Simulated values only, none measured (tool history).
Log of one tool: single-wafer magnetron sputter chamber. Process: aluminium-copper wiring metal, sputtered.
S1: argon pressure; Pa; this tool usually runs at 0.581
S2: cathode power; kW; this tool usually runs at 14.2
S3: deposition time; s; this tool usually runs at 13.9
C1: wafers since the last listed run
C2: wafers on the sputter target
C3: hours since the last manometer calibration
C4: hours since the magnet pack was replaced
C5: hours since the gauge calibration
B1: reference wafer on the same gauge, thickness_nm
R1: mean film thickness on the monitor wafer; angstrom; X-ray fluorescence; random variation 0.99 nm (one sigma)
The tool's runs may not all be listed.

run 1 hour=0 | S1=0.763 S2=14.2 S3=13.9 | C1=0 C2=2397 C3=2514.6 C4=11180.7 C5=187.9 | B1=382.157 | R1=2913.67
run 2 hour=10.2 | S1=0.763 S2=14.2 S3=13.9 | C1=158 C2=2555 C3=2524.8 C4=11190.9 C5=198.1 | B1=382.169 | R1=2921.73
run 3 hour=22.2 | S1=0.581 S2=14.2 S3=13.9 | C1=185 C2=2741 C3=2536.8 C4=11202.9 C5=210.1 | B1=381.976 | R1=3213.43
run 4 hour=30.4 | S1=0.581 S2=14.2 S3=13.9 | C1=127 C2=2868 C3=2545 C4=11211.1 C5=218.3 | B1=381.965 | R1=3241.45
run 5 hour=38 | S1=0.581 S2=14.2 S3=13.9 | C1=117 C2=2986 C3=2552.6 C4=11218.7 C5=225.9 | B1=382.106 | R1=3219.49
run 6 hour=53.9 | S1=0.581 S2=14.2 S3=13.9 | C1=246 C2=3232 C3=2568.5 C4=11234.6 C5=241.8 | B1=381.933 | R1=3215.72
run 7 hour=71.4 | S1=0.581 S2=14.2 S3=12 | C1=271 C2=3503 C3=2586 C4=11252.1 C5=259.3 | B1=381.824 | R1=2790.85
-- hour=84.4 magnet pack replaced
run 8 hour=84.9 | S1=0.581 S2=11.8 S3=16.2 | C1=85 C2=3589 C3=2599.5 C4=0.5 C5=272.8 | B1=381.908 | R1=3120.65
run 9 hour=88.3 | S1=0.381 S2=11.6 S3=11.9 | C1=52 C2=3641 C3=2602.9 C4=3.9 C5=276.2 | B1=381.846 | R1=2517.29
-- hour=98.2 gauge calibrated
run 10 hour=132.3 | S1=0.461 S2=14.2 S3=12.5 | C1=681 C2=4323 C3=2646.9 C4=47.9 C5=34.1 | B1=382.344 | R1=3098.98
-- hour=145.2 sputter target and shields replaced
-- hour=182.6 capacitance manometer re-zeroed and calibrated
run 11 hour=183.1 | S1=0.581 S2=14.2 S3=13.9 | C1=539 C2=463 C3=0.5 C4=98.7 C5=84.9 | B1=381.95 | R1=3211.9
run 12 hour=198.7 | S1=0.523 S2=17.6 S3=11.5 | C1=241 C2=704 C3=16.1 C4=114.3 C5=100.5 | B1=381.853 | R1=3420.15
run 13 hour=215.6 | S1=0.581 S2=14.2 S3=13.9 | C1=261 C2=966 C3=33 C4=131.2 C5=117.4 | B1=382.059 | R1=3217.62
run 14 hour=229.7 | S1=0.709 S2=11.85 S3=13.9 | C1=218 C2=1185 C3=47.1 C4=145.3 C5=131.5 | B1=381.934 | R1=2495.81

Consider 5 possible next runs. They are alternatives, not a sequence: every one starts from the tool as it was left by run 14. What does each give?
run A hour=230.1 | S1=0.581 S2=14.2 S3=13.9 | C1=6 C2=1191 C3=47.5 C4=145.7 C5=131.9 | B1=? | R1=?
run B hour=230.1 | S1=0.404 S2=14.2 S3=15 | C1=6 C2=1191 C3=47.5 C4=145.7 C5=131.9 | B1=? | R1=?
run C hour=230.1 | S1=0.38 S2=15.2 S3=15.9 | C1=6 C2=1191 C3=47.5 C4=145.7 C5=131.9 | B1=? | R1=?
run D hour=230.1 | S1=0.425 S2=11.4 S3=11.1 | C1=6 C2=1191 C3=47.5 C4=145.7 C5=131.9 | B1=? | R1=?
run E hour=230.1 | S1=0.787 S2=15.45 S3=11.8 | C1=6 C2=1191 C3=47.5 C4=145.7 C5=131.9 | B1=? | R1=?

run=A B1=382.171 R1=3223.1
run=B B1=382.171 R1=3845.92
run=C B1=382.171 R1=4425.02
run=D B1=382.171 R1=2257.25
run=E B1=382.171 R1=2661.67
Stripped of hidden state, with their random variation kept, the same runs would have yielded:
run=A R1=3223.1
run=B R1=3845.92
run=C R1=4425.02
run=D R1=2257.25
run=E R1=2661.67

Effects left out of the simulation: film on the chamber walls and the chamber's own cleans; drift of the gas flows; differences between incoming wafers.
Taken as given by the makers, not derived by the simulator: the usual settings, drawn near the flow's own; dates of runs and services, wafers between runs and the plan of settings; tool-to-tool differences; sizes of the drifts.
